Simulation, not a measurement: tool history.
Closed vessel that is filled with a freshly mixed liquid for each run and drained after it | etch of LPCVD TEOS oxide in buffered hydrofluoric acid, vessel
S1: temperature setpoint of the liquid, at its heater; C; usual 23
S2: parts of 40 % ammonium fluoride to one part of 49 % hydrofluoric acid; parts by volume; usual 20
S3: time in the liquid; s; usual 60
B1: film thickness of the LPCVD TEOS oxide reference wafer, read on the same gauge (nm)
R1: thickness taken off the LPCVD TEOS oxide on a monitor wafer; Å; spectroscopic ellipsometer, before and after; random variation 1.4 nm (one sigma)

run 1 hour=0 | S1=23 S2=20 S3=60 | B1=109.96 | R1=1631.1
run 2 hour=54.8 | S1=23 S2=20 S3=60 | B1=109.98 | R1=1648
run 3 hour=156.2 | S1=23 S2=26 S3=50 | B1=109.99 | R1=1149.5
run 4 hour=241.9 | S1=23 S2=20 S3=70 | B1=109.99 | R1=1953.9
run 5 hour=345 | S1=23 S2=20 S3=70 | B1=109.98 | R1=1960.1
run 6 hour=412.7 | S1=23 S2=20 S3=70 | B1=109.97 | R1=1967.9
run 7 hour=477 | S1=23 S2=20 S3=60 | B1=110.02 | R1=1666.1
run 8 hour=523.9 | S1=26 S2=20 S3=60 | B1=110.01 | R1=1968.5
run 9 hour=585.9 | S1=23 S2=23.5 S3=60 | B1=109.99 | R1=1473
run 10 hour=647.5 | S1=23 S2=20 S3=60 | B1=109.99 | R1=1685.6
run 11 hour=742.4 | S1=20.5 S2=20 S3=80 | B1=109.98 | R1=1944.2
run 12 hour=782.8 | S1=27.5 S2=22.5 S3=85 | B1=109.95 | R1=2777.6
run 13 hour=840.3 | S1=27.5 S2=18 S3=30 | B1=109.98 | R1=1163.8
run 14 hour=938.8 | S1=23 S2=20 S3=60 | B1=110 | R1=1664.3

Taken out of this log: 3 entries between the listed runs. Where each belongs, and how the hidden state differs across it:
Between runs 5 and 6: thermometer replaced (hour 406.8)
  no hidden state differs between the two runs
Between runs 7 and 8: hydrofluoric acid flow meter replaced (hour 510.1)
  no hidden state differs between the two runs
Between runs 10 and 11: gauge calibrated (hour 728.5)
  no hidden state differs between the two runs

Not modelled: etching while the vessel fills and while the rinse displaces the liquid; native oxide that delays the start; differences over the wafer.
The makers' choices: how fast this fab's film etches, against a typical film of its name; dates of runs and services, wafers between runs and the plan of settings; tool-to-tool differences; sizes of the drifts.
